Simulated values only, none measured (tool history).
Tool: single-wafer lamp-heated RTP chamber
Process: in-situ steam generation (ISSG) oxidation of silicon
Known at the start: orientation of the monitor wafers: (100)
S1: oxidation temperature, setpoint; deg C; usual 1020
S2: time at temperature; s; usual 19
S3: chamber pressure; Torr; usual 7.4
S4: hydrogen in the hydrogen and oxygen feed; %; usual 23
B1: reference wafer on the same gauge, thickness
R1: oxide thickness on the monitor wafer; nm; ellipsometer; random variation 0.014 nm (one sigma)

{"run": 1, "hour": 0.0, "S1": 1020, "S2": 19, "S3": 7.4, "S4": 23, "B1": 4.551, "R1": 5.319}
{"run": 2, "hour": 36.0, "S1": 1020, "S2": 19, "S3": 7.4, "S4": 23, "B1": 4.551, "R1": 5.315}
{"run": 3, "hour": 69.8, "S1": 1020, "S2": 19, "S3": 6.9, "S4": 23, "B1": 4.554, "R1": 5.311}
{"run": 4, "hour": 91.8, "S1": 1020, "S2": 19, "S3": 7.4, "S4": 23, "B1": 4.548, "R1": 5.342}
{"run": 5, "hour": 114.1, "S1": 1020, "S2": 19, "S3": 7.4, "S4": 23, "B1": 4.553, "R1": 5.323}
{"run": 6, "hour": 138.2, "S1": 1027, "S2": 19, "S3": 7.4, "S4": 23, "B1": 4.553, "R1": 5.503}
{"run": 7, "hour": 153.3, "S1": 1027, "S2": 19, "S3": 7.4, "S4": 23, "B1": 4.551, "R1": 5.53}
{"run": 8, "hour": 180.1, "S1": 1020, "S2": 19, "S3": 7.4, "S4": 23, "B1": 4.551, "R1": 5.335}
{"run": 9, "hour": 197.9, "S1": 1020, "S2": 19, "S3": 7.4, "S4": 23, "B1": 4.553, "R1": 5.367}
{"hour": 209.0, "done": "pyrometer window cleaned and pyrometer calibrated"}
{"run": 10, "hour": 212.6, "S1": 1020, "S2": 19, "S3": 7.4, "S4": 23, "B1": 4.555, "R1": 5.253}
{"run": 11, "hour": 248.4, "S1": 1020, "S2": 13, "S3": 7.4, "S4": 23, "B1": 4.552, "R1": 4.38}
{"hour": 276.7, "done": "gauge calibrated"}
{"run": 12, "hour": 311.9, "S1": 1027, "S2": 19, "S3": 7.4, "S4": 23, "B1": 4.55, "R1": 5.443}
{"hour": 333.6, "done": "pressure gauge zeroed"}
{"run": 13, "hour": 346.2, "S1": 1025, "S2": 15, "S3": 8.8, "S4": 20, "B1": 4.555, "R1": 4.596}
{"hour": 354.7, "done": "hydrogen flow controller replaced"}
{"run": 14, "hour": 373.1, "S1": 1020, "S2": 19, "S3": 7.4, "S4": 23, "B1": 4.549, "R1": 5.248}

Run 15 comes next. What will it give?
{"run": 15, "hour": 406.0, "S1": 1020, "S2": 15, "S3": 7.4, "S4": 23, "B1": "?", "R1": "?"}

{"run 15": {"B1": 4.547, "R1": 4.723}}
Without the tool's hidden state the same run would have given R1 4.681 nm.

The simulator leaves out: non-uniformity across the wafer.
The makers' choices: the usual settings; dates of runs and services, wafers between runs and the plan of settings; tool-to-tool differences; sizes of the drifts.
